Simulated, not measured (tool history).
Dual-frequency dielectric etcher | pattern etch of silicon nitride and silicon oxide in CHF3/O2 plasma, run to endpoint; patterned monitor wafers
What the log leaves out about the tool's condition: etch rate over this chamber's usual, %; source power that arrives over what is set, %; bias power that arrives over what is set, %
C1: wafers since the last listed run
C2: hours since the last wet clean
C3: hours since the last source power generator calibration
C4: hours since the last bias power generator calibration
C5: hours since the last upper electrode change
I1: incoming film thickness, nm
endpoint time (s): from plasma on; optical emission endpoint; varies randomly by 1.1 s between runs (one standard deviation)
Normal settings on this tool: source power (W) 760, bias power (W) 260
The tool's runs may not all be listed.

run 1 hour=0.0 | source_power_(W)=760 bias_power_(W)=237 | C1=0 C2=350.9 C3=1109.5 C4=1499.1 C5=1232.8 | I1=245.1 | endpoint_time_(s)=148.3
-- hour=44.1 wet clean of the chamber
run 2 hour=44.6 | source_power_(W)=760 bias_power_(W)=237 | C1=104 C2=0.5 C3=1154.1 C4=1543.7 C5=1277.4 | I1=242.6 | endpoint_time_(s)=137.9
run 3 hour=69.0 | source_power_(W)=760 bias_power_(W)=260 | C1=124 C2=24.9 C3=1178.5 C4=1568.1 C5=1301.8 | I1=241.0 | endpoint_time_(s)=133.0
run 4 hour=120.0 | source_power_(W)=760 bias_power_(W)=260 | C1=259 C2=75.9 C3=1229.5 C4=1619.1 C5=1352.8 | I1=244.0 | endpoint_time_(s)=134.7
run 5 hour=188.4 | source_power_(W)=760 bias_power_(W)=260 | C1=348 C2=144.3 C3=1297.9 C4=1687.5 C5=1421.2 | I1=243.5 | endpoint_time_(s)=135.2
run 6 hour=221.8 | source_power_(W)=760 bias_power_(W)=221 | C1=169 C2=177.7 C3=1331.3 C4=1720.9 C5=1454.6 | I1=243.8 | endpoint_time_(s)=147.5
run 7 hour=280.2 | source_power_(W)=760 bias_power_(W)=221 | C1=297 C2=236.1 C3=1389.7 C4=1779.3 C5=1513.0 | I1=241.7 | endpoint_time_(s)=146.3
run 8 hour=309.2 | source_power_(W)=760 bias_power_(W)=260 | C1=147 C2=265.1 C3=1418.7 C4=1808.3 C5=1542.0 | I1=243.5 | endpoint_time_(s)=138.8
run 9 hour=355.6 | source_power_(W)=760 bias_power_(W)=260 | C1=236 C2=311.5 C3=1465.1 C4=1854.7 C5=1588.4 | I1=243.8 | endpoint_time_(s)=136.7
-- hour=458.7 wet clean of the chamber
run 10 hour=524.0 | source_power_(W)=760 bias_power_(W)=260 | C1=734 C2=65.3 C3=1633.5 C4=2023.1 C5=1756.8 | I1=244.1 | endpoint_time_(s)=135.1
run 11 hour=561.0 | source_power_(W)=760 bias_power_(W)=260 | C1=188 C2=102.3 C3=1670.5 C4=2060.1 C5=1793.8 | I1=243.3 | endpoint_time_(s)=136.7
run 12 hour=630.0 | source_power_(W)=760 bias_power_(W)=260 | C1=351 C2=171.3 C3=1739.5 C4=2129.1 C5=1862.8 | I1=241.3 | endpoint_time_(s)=137.3
run 13 hour=662.0 | source_power_(W)=760 bias_power_(W)=260 | C1=162 C2=203.3 C3=1771.5 C4=2161.1 C5=1894.8 | I1=241.6 | endpoint_time_(s)=138.2
run 14 hour=708.3 | source_power_(W)=760 bias_power_(W)=260 | C1=235 C2=249.6 C3=1817.8 C4=2207.4 C5=1941.1 | I1=244.4 | endpoint_time_(s)=139.9
run 15 hour=742.2 | source_power_(W)=760 bias_power_(W)=260 | C1=172 C2=283.5 C3=1851.7 C4=2241.3 C5=1975.0 | I1=243.8 | endpoint_time_(s)=141.6
run 16 hour=772.6 | source_power_(W)=760 bias_power_(W)=300 | C1=154 C2=313.9 C3=1882.1 C4=2271.7 C5=2005.4 | I1=243.3 | endpoint_time_(s)=128.9
run 17 hour=828.2 | source_power_(W)=760 bias_power_(W)=308 | C1=282 C2=369.5 C3=1937.7 C4=2327.3 C5=2061.0 | I1=242.3 | endpoint_time_(s)=130.2
-- hour=850.6 bias power generator calibrated
run 18 hour=857.6 | source_power_(W)=760 bias_power_(W)=260 | C1=129 C2=398.9 C3=1967.1 C4=7.0 C5=2090.4 | I1=241.9 | endpoint_time_(s)=142.5
run 19 hour=901.6 | source_power_(W)=640 bias_power_(W)=260 | C1=223 C2=442.9 C3=2011.1 C4=51.0 C5=2134.4 | I1=244.7 | endpoint_time_(s)=151.5
-- hour=940.5 wet clean of the chamber
run 20 hour=964.3 | source_power_(W)=700 bias_power_(W)=196 | C1=196 C2=23.8 C3=2073.8 C4=113.7 C5=2197.1 | I1=244.8 | endpoint_time_(s)=161.7
-- hour=982.7 source power generator calibrated
run 21 hour=1023.7 | source_power_(W)=760 bias_power_(W)=260 | C1=281 C2=83.2 C3=41.0 C4=173.1 C5=2256.5 | I1=244.3 | endpoint_time_(s)=136.1
run 22 hour=1066.9 | source_power_(W)=760 bias_power_(W)=293 | C1=219 C2=126.4 C3=84.2 C4=216.3 C5=2299.7 | I1=242.9 | endpoint_time_(s)=128.5
run 23 hour=1120.6 | source_power_(W)=760 bias_power_(W)=321 | C1=273 C2=180.1 C3=137.9 C4=270.0 C5=2353.4 | I1=245.0 | endpoint_time_(s)=125.1
run 24 hour=1146.7 | source_power_(W)=760 bias_power_(W)=315 | C1=132 C2=206.2 C3=164.0 C4=296.1 C5=2379.5 | I1=241.8 | endpoint_time_(s)=126.9
-- hour=1188.7 upper electrode replaced, of another model than before
run 25 hour=1198.7 | source_power_(W)=760 bias_power_(W)=304 | C1=142 C2=258.2 C3=216.0 C4=348.1 C5=10.0 | I1=242.3 | endpoint_time_(s)=134.2
run 26 hour=1224.6 | source_power_(W)=900 bias_power_(W)=307 | C1=131 C2=284.1 C3=241.9 C4=374.0 C5=35.9 | I1=243.4 | endpoint_time_(s)=128.7
run 27 hour=1264.4 | source_power_(W)=760 bias_power_(W)=260 | C1=202 C2=323.9 C3=281.7 C4=413.8 C5=75.7 | I1=244.3 | endpoint_time_(s)=142.1
run 28 hour=1330.4 | source_power_(W)=760 bias_power_(W)=260 | C1=335 C2=389.9 C3=347.7 C4=479.8 C5=141.7 | I1=245.0 | endpoint_time_(s)=142.6
-- hour=1368.8 wet clean of the chamber
run 29 hour=1369.3 | source_power_(W)=590 bias_power_(W)=295 | C1=75 C2=0.5 C3=386.6 C4=518.7 C5=180.6 | I1=244.7 | endpoint_time_(s)=137.3
run 30 hour=1420.0 | source_power_(W)=660 bias_power_(W)=235 | C1=257 C2=51.2 C3=437.3 C4=569.4 C5=231.3 | I1=244.0 | endpoint_time_(s)=141.7
run 31 hour=1456.8 | source_power_(W)=760 bias_power_(W)=260 | C1=187 C2=88.0 C3=474.1 C4=606.2 C5=268.1 | I1=243.5 | endpoint_time_(s)=136.1
run 32 hour=1507.6 | source_power_(W)=850 bias_power_(W)=260 | C1=258 C2=138.8 C3=524.9 C4=657.0 C5=318.9 | I1=243.1 | endpoint_time_(s)=133.3
run 33 hour=1578.7 | source_power_(W)=870 bias_power_(W)=307 | C1=361 C2=209.9 C3=596.0 C4=728.1 C5=390.0 | I1=243.4 | endpoint_time_(s)=127.7
run 34 hour=1629.8 | source_power_(W)=760 bias_power_(W)=260 | C1=260 C2=261.0 C3=647.1 C4=779.2 C5=441.1 | I1=243.6 | endpoint_time_(s)=138.0
run 35 hour=1680.2 | source_power_(W)=760 bias_power_(W)=227 | C1=256 C2=311.4 C3=697.5 C4=829.6 C5=491.5 | I1=245.5 | endpoint_time_(s)=145.1

Alternative continuations, all from the tool just after run 35; predict every row:
run A hour=1680.7 | source_power_(W)=660 bias_power_(W)=260 | C1=2 C2=311.9 C3=698.0 C4=830.1 C5=492.0 | I1=243.8 | endpoint_time_(s)=?
run B hour=1680.7 | source_power_(W)=920 bias_power_(W)=206 | C1=2 C2=311.9 C3=698.0 C4=830.1 C5=492.0 | I1=243.8 | endpoint_time_(s)=?
run C hour=1680.7 | source_power_(W)=950 bias_power_(W)=197 | C1=2 C2=311.9 C3=698.0 C4=830.1 C5=492.0 | I1=243.8 | endpoint_time_(s)=?
run D hour=1680.7 | source_power_(W)=660 bias_power_(W)=208 | C1=2 C2=311.9 C3=698.0 C4=830.1 C5=492.0 | I1=243.8 | endpoint_time_(s)=?

run=A endpoint_time_(s)=141.5
run=B endpoint_time_(s)=139.4
run=C endpoint_time_(s)=139.8
run=D endpoint_time_(s)=149.7
Take away the tool's hidden state, keep each run's random variation, and the runs would have read:
run=A endpoint_time_(s)=136.6
run=B endpoint_time_(s)=134.6
run=C endpoint_time_(s)=135.0
run=D endpoint_time_(s)=144.6
